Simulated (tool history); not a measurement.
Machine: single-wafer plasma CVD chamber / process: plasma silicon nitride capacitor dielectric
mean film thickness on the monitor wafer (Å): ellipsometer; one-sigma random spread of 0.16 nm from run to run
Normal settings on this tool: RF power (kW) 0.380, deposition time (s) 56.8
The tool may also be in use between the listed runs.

run    hour  RF power (kW)  deposition time (s)  wafers since the last listed run  hours since the last RF generator calibration  hours since the showerhead was replaced  hours since the gauge calibration  read-back reference wafer on the same gauge, thickness_nm  mean film thickness on the monitor wafer (Å)
  1     0.0          0.380                 56.8                                 0                                         1387.6                                   4129.0                              910.4                                                     83.695                                        709.86
  2   102.9          0.380                 56.8                              1406                                         1490.5                                   4231.9                             1013.3                                                     83.690                                        709.78
  3   174.2          0.380                 56.8                               974                                         1561.8                                   4303.2                             1084.6                                                     83.714                                        706.12
  4   221.0          0.380                 59.8                               639                                         1608.6                                   4350.0                             1131.4                                                     83.732                                        746.41
  5   322.3          0.380                 59.8                              1384                                         1709.9                                   4451.3                             1232.7                                                     83.724                                        745.71
  6   397.9          0.380                 59.8                              1033                                         1785.5                                   4526.9                             1308.3                                                     83.662                                        746.90
  7   497.0          0.380                 56.8                              1354                                         1884.6                                   4626.0                             1407.4                                                     83.687                                        711.92
  8   550.8          0.380                 56.8                               735                                         1938.4                                   4679.8                             1461.2                                                     83.710                                        711.65
  9   645.8          0.380                 56.8                              1298                                         2033.4                                   4774.8                             1556.2                                                     83.721                                        708.36
 10   929.5          0.380                 56.8                              3876                                         2317.1                                   5058.5                             1839.9                                                     83.722                                        706.97
 11   984.8          0.380                 56.8                               755                                         2372.4                                   5113.8                             1895.2                                                     83.666                                        708.55
     1049.9  -- showerhead replaced
 12  1078.1          0.415                 56.8                              1165                                         2465.7                                     28.2                             1988.5                                                     83.705                                        726.02
 13  1154.9          0.415                 56.8                              1049                                         2542.5                                    105.0                             2065.3                                                     83.655                                        721.33
 14  1216.0          0.415                 56.8                               834                                         2603.6                                    166.1                             2126.4                                                     83.702                                        726.24
     1283.0  -- RF generator calibrated
 15  1297.0          0.380                 50.8                               997                                           14.0                                    247.1                             2207.4                                                     83.659                                        634.03
 16  1382.0          0.380                 50.8                              1161                                           99.0                                    332.1                             2292.4                                                     83.718                                        635.52
     1441.5  -- gauge calibrated
 17  1509.1          0.420                 51.3                              1736                                          226.1                                    459.2                               67.6                                                     83.692                                        656.47
 18  1608.8          0.380                 56.8                              1362                                          325.8                                    558.9                              167.3                                                     83.700                                        708.03
 19  1646.3          0.340                 50.2                               512                                          363.3                                    596.4                              204.8                                                     83.672                                        612.58
 20  1712.4          0.380                 56.8                               903                                          429.4                                    662.5                              270.9                                                     83.693                                        708.73
 21  1798.1          0.380                 50.8                              1171                                          515.1                                    748.2                              356.6                                                     83.682                                        634.23
 22  1849.3          0.380                 49.0                               699                                          566.3                                    799.4                              407.8                                                     83.703                                        611.75
 23  1956.7          0.445                 65.0                              1467                                          673.7                                    906.8                              515.2                                                     83.717                                        842.60
 24  1997.9          0.420                 51.3                               562                                          714.9                                    948.0                              556.4                                                     83.681                                        654.25
 25  2090.5          0.380                 56.8                              1265                                          807.5                                   1040.6                              649.0                                                     83.704                                        707.95
 26  2135.7          0.415                 59.8                               617                                          852.7                                   1085.8                              694.2                                                     83.709                                        762.26
 27  2241.6          0.380                 56.8                              1447                                          958.6                                   1191.7                              800.1                                                     83.679                                        707.89
 28  2334.2          0.380                 56.8                              1265                                         1051.2                                   1284.3                              892.7                                                     83.725                                        707.66
 29  2373.3          0.445                 51.6                               534                                         1090.3                                   1323.4                              931.8                                                     83.679                                        670.55
 30  2437.0          0.315                 45.8                               870                                         1154.0                                   1387.1                              995.5                                                     83.661                                        548.45
 31  2473.7          0.310                 67.8                               501                                         1190.7                                   1423.8                             1032.2                                                     83.684                                        805.64
 32  2576.4          0.350                 68.1                              1403                                         1293.4                                   1526.5                             1134.9                                                     83.744                                        833.67

Branching from run 32: 3 alternative next runs. What would each branch give?
  A  2576.8          0.380                 56.8                                 5                                         1293.8                                   1526.9                             1135.3                                                          ?                                             ?
  B  2576.8          0.350                 65.6                                 5                                         1293.8                                   1526.9                             1135.3                                                          ?                                             ?
  C  2576.8          0.425                 67.5                                 5                                         1293.8                                   1526.9                             1135.3                                                          ?                                             ?

run  read-back reference wafer on the same gauge, thickness_nm  mean film thickness on the monitor wafer (Å)
  A                                                     83.684                                        705.78
  B                                                     83.684                                        799.18
  C                                                     83.684                                        862.01
What these runs would have given with no unlogged condition in the tool:
run  mean film thickness on the monitor wafer (Å)
  A                                        705.78
  B                                        799.18
  C                                        862.01
